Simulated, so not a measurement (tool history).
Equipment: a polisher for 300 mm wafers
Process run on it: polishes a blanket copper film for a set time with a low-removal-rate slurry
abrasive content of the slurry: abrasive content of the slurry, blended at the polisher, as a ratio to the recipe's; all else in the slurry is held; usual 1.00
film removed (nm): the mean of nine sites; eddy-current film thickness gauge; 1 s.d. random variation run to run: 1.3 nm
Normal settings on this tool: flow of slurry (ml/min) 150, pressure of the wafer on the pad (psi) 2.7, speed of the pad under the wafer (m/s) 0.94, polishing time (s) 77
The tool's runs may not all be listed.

run,hour,flow of slurry (ml/min),pressure of the wafer on the pad (psi),speed of the pad under the wafer (m/s),abrasive content of the slurry,polishing time (s),wafers since the last listed run,wafers polished on this pad,hours since the slurry nozzle was cleaned,hours since the head pressure was calibrated,hours since the slurry blender was calibrated,"incoming thickness of the incoming film, nm",film removed (nm)
1,0.0,150,2.7,0.94,1.00,77,0,360,365.9,620.3,31.6,1505.1,163.5
2,6.2,150,2.7,0.94,1.00,77,48,408,372.1,626.5,37.8,1482.4,163.3
3,24.1,150,2.7,0.94,1.00,77,140,549,390.0,644.4,55.7,1486.9,163.9
4,38.8,150,2.7,0.94,1.00,77,115,664,404.7,659.1,70.4,1492.7,162.4
5,53.9,150,2.7,0.94,1.00,77,118,783,419.8,674.2,85.5,1484.0,160.8
# hour 59.4: slurry nozzle cleaned
6,66.1,150,2.7,0.94,1.00,77,87,871,6.7,686.4,97.7,1481.3,172.3
# hour 76.0: slurry blender recalibrated
7,76.5,150,2.7,0.94,1.00,77,65,937,17.1,696.8,0.5,1470.7,173.2
# hour 82.4: worn pad replaced by a new one
8,88.0,150,3.3,0.94,1.00,77,58,44,28.6,708.3,12.0,1502.4,208.5
9,98.7,150,2.3,0.94,1.00,77,84,128,39.3,719.0,22.7,1504.8,144.7
10,111.6,150,2.7,0.94,1.00,64,101,229,52.2,731.9,35.6,1500.1,141.3
11,127.2,195,2.7,0.94,1.00,77,122,351,67.8,747.5,51.2,1489.8,174.3
12,134.4,150,2.7,0.94,1.00,77,56,408,75.0,754.7,58.4,1513.9,169.6
# hour 140.5: head pressure recalibrated
13,141.0,185,2.7,0.94,1.20,77,36,444,81.6,0.5,65.0,1515.1,184.1
14,154.7,150,2.7,0.78,1.30,77,107,552,95.3,14.2,78.7,1476.6,148.4
15,171.5,150,2.7,0.94,0.85,87,131,684,112.1,31.0,95.5,1509.7,183.1
# hour 176.5: slurry blender recalibrated
16,182.0,150,1.8,0.94,1.15,66,66,751,122.6,41.5,5.5,1500.1,99.6

For run 17, what comes out?
17,195.3,150,2.7,0.94,1.00,77,104,855,135.9,54.8,18.8,1514.3,?

film removed (nm): 168.5
Had the tool carried no hidden state, the very same run would have given film removed (nm) 172.6.

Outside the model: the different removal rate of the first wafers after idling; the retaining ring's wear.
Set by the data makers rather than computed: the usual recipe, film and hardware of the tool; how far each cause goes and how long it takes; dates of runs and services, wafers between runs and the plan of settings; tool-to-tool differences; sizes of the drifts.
